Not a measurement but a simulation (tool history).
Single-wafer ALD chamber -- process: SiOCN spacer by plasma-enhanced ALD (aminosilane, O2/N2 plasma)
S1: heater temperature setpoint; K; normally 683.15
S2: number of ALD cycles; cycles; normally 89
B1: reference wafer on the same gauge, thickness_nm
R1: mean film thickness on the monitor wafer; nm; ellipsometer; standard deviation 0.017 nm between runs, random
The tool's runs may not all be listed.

run    hour      S1   S2     B1     R1
  1       0  683.15   89  4.587  4.683
  2      47  679.15   77  4.596  4.115
  3   122.5  683.15   77  4.605  4.054
  4     175  683.15   77  4.613  4.059
  5   244.9  683.15   89  4.614  4.717
  6   282.4  683.15   89  4.618  4.713
  7   357.6  683.15   89  4.626  4.707
  8   431.7  683.15   89  4.639  4.738
  9   589.9  687.15   98  4.646  5.131
 10   656.7  687.15   98  4.654  5.145
      738.6  -- thermocouple changed; heater temperature recalibrated
 11   739.1  687.15   98  4.657  5.171
 12   807.9  683.15   89  4.678  4.778
 13   861.4  683.15   89  4.689  4.778
 14   938.1  683.15   89  4.693  4.784
 15  1042.4  693.15   89  4.706  4.622
 16  1125.8  693.15   89  4.721  4.664
 17  1186.7  683.15   89  4.727  4.801
 18  1275.6  683.15   89  4.746  4.806
 19  1358.7  683.15   89  4.751  4.847
 20    1454  683.15   79  4.784  4.313
     1491.5  -- gauge calibrated
 21  1554.9  683.15   79  4.573  4.099
 22  1597.9  683.15   89  4.568  4.644
 23  1683.2  683.15   89  4.575  4.653
 24    1770  697.15   96  4.573  4.778
 25  1835.7  670.15   77  4.573   4.16
 26  1910.8  697.15   76  4.568  3.793
     1972.2  -- thermocouple changed; heater temperature recalibrated
 27  2015.6  676.15  104  4.579  5.594
 28  2109.7  683.15  101  4.587  5.307
 29  2180.1  694.15   79  4.584  3.989
 30  2231.4  683.15   89  4.587  4.671
 31  2339.2  683.15   99  4.591  5.241
 32  2432.7  692.15   94   4.59  4.825
 33  2501.4  683.15  104  4.609  5.467
 34  2567.3  694.15  105  4.604   5.32
 35  2660.8  678.15  102   4.61  5.463
 36  2729.8  697.15   75  4.622  3.766
 37  2800.5  683.15   89  4.631  4.701
 38  2841.5  668.15  100  4.627  5.439
 39  2914.3  669.15  100  4.633  5.459
 40  2970.2  668.15   74  4.645  4.072
 41  3052.5  695.15  102  4.654  5.186
 42  3146.4  683.15   89  4.652  4.768
 43    3192  690.15   99  4.675  5.172
 44    3238  694.15   76   4.67  3.919
 45  3291.6  688.15   76  4.677  3.986
 46    3349  693.15   89  4.687  4.608

Predict each of these 5 candidate next runs independently; none follows another, all start after run 46:
  A  3349.6  697.15   89   ?   ?
  B  3349.6  692.15  102   ?   ?
  C  3349.6  675.15  101   ?   ?
  D  3349.6  693.15   97   ?   ?
  E  3349.6  683.15   78   ?   ?

run     B1     R1
  A  4.681  4.531
  B  4.681   5.29
  C  4.681  5.562
  D  4.681  5.012
  E  4.681  4.178
Stripped of hidden state, with their random variation kept, the same runs would have yielded:
run     R1
  A  4.392
  B  5.127
  C  5.391
  D  4.858
  E  4.049
